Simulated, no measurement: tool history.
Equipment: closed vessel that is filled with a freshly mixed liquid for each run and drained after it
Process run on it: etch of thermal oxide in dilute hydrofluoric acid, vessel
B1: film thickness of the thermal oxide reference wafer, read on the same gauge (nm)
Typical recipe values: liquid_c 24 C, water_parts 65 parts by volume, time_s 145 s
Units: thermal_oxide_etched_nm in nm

run 1 day=0 | liquid_c=24 water_parts=65 time_s=145 | B1=110.01 | thermal_oxide_etched_nm=11.11
run 2 day=0.725 | liquid_c=24 water_parts=65 time_s=145 | B1=110.01 | thermal_oxide_etched_nm=11.07
run 3 day=2.058 | liquid_c=24 water_parts=65 time_s=145 | B1=110.02 | thermal_oxide_etched_nm=11.07
run 4 day=5.238 | liquid_c=24 water_parts=65 time_s=195 | B1=109.98 | thermal_oxide_etched_nm=14.96
run 5 day=5.912 | liquid_c=24 water_parts=65 time_s=195 | B1=109.99 | thermal_oxide_etched_nm=14.97
-- day=6.612 hydrofluoric acid flow meter replaced
run 6 day=7 | liquid_c=24 water_parts=65 time_s=195 | B1=109.99 | thermal_oxide_etched_nm=14.96
-- day=7.225 thermometer replaced
run 7 day=8.004 | liquid_c=24 water_parts=45 time_s=145 | B1=110 | thermal_oxide_etched_nm=14.73
run 8 day=8.583 | liquid_c=24 water_parts=65 time_s=145 | B1=110 | thermal_oxide_etched_nm=10.02
-- day=9.312 gauge calibrated
run 9 day=9.533 | liquid_c=24 water_parts=65 time_s=145 | B1=110.01 | thermal_oxide_etched_nm=10.02
run 10 day=10.058 | liquid_c=19 water_parts=40 time_s=75 | B1=109.99 | thermal_oxide_etched_nm=7.04
run 11 day=11.088 | liquid_c=28.5 water_parts=85 time_s=95 | B1=110.01 | thermal_oxide_etched_nm=5.83
run 12 day=11.704 | liquid_c=26.5 water_parts=45 time_s=85 | B1=109.99 | thermal_oxide_etched_nm=9.63
run 13 day=12.212 | liquid_c=22 water_parts=50 time_s=65 | B1=109.99 | thermal_oxide_etched_nm=5.49
run 14 day=13.075 | liquid_c=24 water_parts=65 time_s=145 | B1=110.01 | thermal_oxide_etched_nm=10.08
run 15 day=13.817 | liquid_c=27 water_parts=65 time_s=145 | B1=110 | thermal_oxide_etched_nm=11.3
run 16 day=15.012 | liquid_c=22.5 water_parts=85 time_s=145 | B1=110 | thermal_oxide_etched_nm=7.05
run 17 day=15.942 | liquid_c=25.5 water_parts=45 time_s=145 | B1=110 | thermal_oxide_etched_nm=15.93
run 18 day=16.479 | liquid_c=24 water_parts=65 time_s=145 | B1=110 | thermal_oxide_etched_nm=10.03
run 19 day=17.104 | liquid_c=26.5 water_parts=40 time_s=145 | B1=110.01 | thermal_oxide_etched_nm=18.83

Hidden state or all else? Some run-to-run changes of thermal_oxide_etched_nm, split into what the settings, what came in and random variation would give without the hidden state, and what is left for the hidden state (with any gauge scatter that isn't in both results):
Hidden conditions of the tool in this case: liquid hotter than its thermometer reads (K); hydrofluoric acid flow above the setpoint (%); gauge reads high (%).
Run 6 -> 7: water_parts 65 -> 45, time_s 195 -> 145, thermometer replaced. thermal_oxide_etched_nm -0.23 nm: hidden state -1.57, all else +1.34.
Run 16 -> 17: liquid_c 22.5 -> 25.5, water_parts 85 -> 45. thermal_oxide_etched_nm +8.88 nm: hidden state +0.13, all else +8.75.
